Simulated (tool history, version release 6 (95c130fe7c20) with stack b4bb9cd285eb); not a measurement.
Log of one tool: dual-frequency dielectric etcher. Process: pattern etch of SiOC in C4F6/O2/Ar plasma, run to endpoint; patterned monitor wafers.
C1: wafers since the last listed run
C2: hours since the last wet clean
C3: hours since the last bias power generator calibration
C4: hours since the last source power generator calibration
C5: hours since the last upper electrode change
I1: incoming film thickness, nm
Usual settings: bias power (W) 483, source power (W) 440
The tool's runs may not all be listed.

{"run": 1, "hour": 0.0, "bias power (W)": 483, "source power (W)": 440, "C1": 0, "C2": 56.2, "C3": 1776.6, "C4": 4701.0, "C5": 1434.0, "I1": 41.09, "endpoint time (s)": 12.9}
{"run": 2, "hour": 68.1, "bias power (W)": 483, "source power (W)": 440, "C1": 730, "C2": 124.3, "C3": 1844.7, "C4": 4769.1, "C5": 1502.1, "I1": 41.05, "endpoint time (s)": 13.0}
{"run": 3, "hour": 120.7, "bias power (W)": 483, "source power (W)": 440, "C1": 564, "C2": 176.9, "C3": 1897.3, "C4": 4821.7, "C5": 1554.7, "I1": 40.95, "endpoint time (s)": 12.8}
{"run": 4, "hour": 156.9, "bias power (W)": 549, "source power (W)": 360, "C1": 388, "C2": 213.1, "C3": 1933.5, "C4": 4857.9, "C5": 1590.9, "I1": 40.94, "endpoint time (s)": 13.5}
{"run": 5, "hour": 216.9, "bias power (W)": 549, "source power (W)": 440, "C1": 643, "C2": 273.1, "C3": 1993.5, "C4": 4917.9, "C5": 1650.9, "I1": 41.03, "endpoint time (s)": 12.5}
{"run": 6, "hour": 315.7, "bias power (W)": 549, "source power (W)": 440, "C1": 1059, "C2": 371.9, "C3": 2092.3, "C4": 5016.7, "C5": 1749.7, "I1": 40.99, "endpoint time (s)": 12.7}
{"hour": 351.8, "done": "wet clean of the chamber"}
{"run": 7, "hour": 379.3, "bias power (W)": 483, "source power (W)": 440, "C1": 424, "C2": 27.5, "C3": 2155.9, "C4": 5080.3, "C5": 1813.3, "I1": 41.02, "endpoint time (s)": 12.8}
{"run": 8, "hour": 437.0, "bias power (W)": 483, "source power (W)": 440, "C1": 618, "C2": 85.2, "C3": 2213.6, "C4": 5138.0, "C5": 1871.0, "I1": 41.04, "endpoint time (s)": 12.8}
{"run": 9, "hour": 492.3, "bias power (W)": 483, "source power (W)": 440, "C1": 593, "C2": 140.5, "C3": 2268.9, "C4": 5193.3, "C5": 1926.3, "I1": 40.9, "endpoint time (s)": 12.9}
{"run": 10, "hour": 592.9, "bias power (W)": 483, "source power (W)": 440, "C1": 1078, "C2": 241.1, "C3": 2369.5, "C4": 5293.9, "C5": 2026.9, "I1": 41.29, "endpoint time (s)": 12.8}
{"hour": 633.6, "done": "source power generator calibrated"}
{"run": 11, "hour": 673.7, "bias power (W)": 483, "source power (W)": 440, "C1": 823, "C2": 321.9, "C3": 2450.3, "C4": 40.1, "C5": 2107.7, "I1": 40.78, "endpoint time (s)": 13.1}
{"hour": 765.0, "done": "wet clean of the chamber"}
{"hour": 817.9, "done": "upper electrode replaced"}
{"run": 12, "hour": 990.8, "bias power (W)": 589, "source power (W)": 530, "C1": 2886, "C2": 225.8, "C3": 2767.4, "C4": 357.2, "C5": 172.9, "I1": 40.8, "endpoint time (s)": 11.0}
{"run": 13, "hour": 1066.3, "bias power (W)": 483, "source power (W)": 440, "C1": 809, "C2": 301.3, "C3": 2842.9, "C4": 432.7, "C5": 248.4, "I1": 41.17, "endpoint time (s)": 12.8}
{"run": 14, "hour": 1123.9, "bias power (W)": 444, "source power (W)": 350, "C1": 617, "C2": 358.9, "C3": 2900.5, "C4": 490.3, "C5": 306.0, "I1": 41.0, "endpoint time (s)": 14.9}
{"hour": 1150.7, "done": "bias power generator calibrated"}
{"hour": 1206.3, "done": "wet clean of the chamber"}
{"run": 15, "hour": 1206.8, "bias power (W)": 373, "source power (W)": 480, "C1": 588, "C2": 0.5, "C3": 56.1, "C4": 573.2, "C5": 388.9, "I1": 41.05, "endpoint time (s)": 13.3}
{"run": 16, "hour": 1261.4, "bias power (W)": 586, "source power (W)": 350, "C1": 585, "C2": 55.1, "C3": 110.7, "C4": 627.8, "C5": 443.5, "I1": 41.43, "endpoint time (s)": 13.1}
{"run": 17, "hour": 1316.2, "bias power (W)": 483, "source power (W)": 500, "C1": 587, "C2": 109.9, "C3": 165.5, "C4": 682.6, "C5": 498.3, "I1": 41.06, "endpoint time (s)": 11.9}
{"run": 18, "hour": 1412.4, "bias power (W)": 406, "source power (W)": 480, "C1": 1031, "C2": 206.1, "C3": 261.7, "C4": 778.8, "C5": 594.5, "I1": 41.14, "endpoint time (s)": 13.2}
{"run": 19, "hour": 1493.6, "bias power (W)": 483, "source power (W)": 440, "C1": 870, "C2": 287.3, "C3": 342.9, "C4": 860.0, "C5": 675.7, "I1": 41.18, "endpoint time (s)": 12.8}
{"run": 20, "hour": 1530.3, "bias power (W)": 556, "source power (W)": 380, "C1": 393, "C2": 324.0, "C3": 379.6, "C4": 896.7, "C5": 712.4, "I1": 40.98, "endpoint time (s)": 13.1}
{"hour": 1593.5, "done": "wet clean of the chamber"}
{"run": 21, "hour": 1633.5, "bias power (W)": 435, "source power (W)": 380, "C1": 849, "C2": 40.0, "C3": 482.8, "C4": 999.9, "C5": 815.6, "I1": 40.57, "endpoint time (s)": 13.8}
{"run": 22, "hour": 1671.3, "bias power (W)": 483, "source power (W)": 440, "C1": 405, "C2": 77.8, "C3": 520.6, "C4": 1037.7, "C5": 853.4, "I1": 40.93, "endpoint time (s)": 12.6}
{"run": 23, "hour": 1774.2, "bias power (W)": 599, "source power (W)": 520, "C1": 1103, "C2": 180.7, "C3": 623.5, "C4": 1140.6, "C5": 956.3, "I1": 40.91, "endpoint time (s)": 11.1}

The same runs without the tool's hidden state, with the same run-to-run variation:
The hidden state here: etch rate over this chamber's usual, %; bias power that arrives over what is set, %; source power that arrives over what is set, %.
run=1 endpoint_time_(s)=12.7
run=2 endpoint_time_(s)=12.7
run=3 endpoint_time_(s)=12.4
run=4 endpoint_time_(s)=13.1
run=5 endpoint_time_(s)=12.0
run=6 endpoint_time_(s)=12.0
run=7 endpoint_time_(s)=12.6
run=8 endpoint_time_(s)=12.6
run=9 endpoint_time_(s)=12.6
run=10 endpoint_time_(s)=12.4
run=11 endpoint_time_(s)=12.5
run=12 endpoint_time_(s)=10.7
run=13 endpoint_time_(s)=12.4
run=14 endpoint_time_(s)=14.2
run=15 endpoint_time_(s)=13.3
run=16 endpoint_time_(s)=13.1
run=17 endpoint_time_(s)=11.8
run=18 endpoint_time_(s)=12.9
run=19 endpoint_time_(s)=12.4
run=20 endpoint_time_(s)=12.6
run=21 endpoint_time_(s)=13.7
run=22 endpoint_time_(s)=12.4
run=23 endpoint_time_(s)=10.8
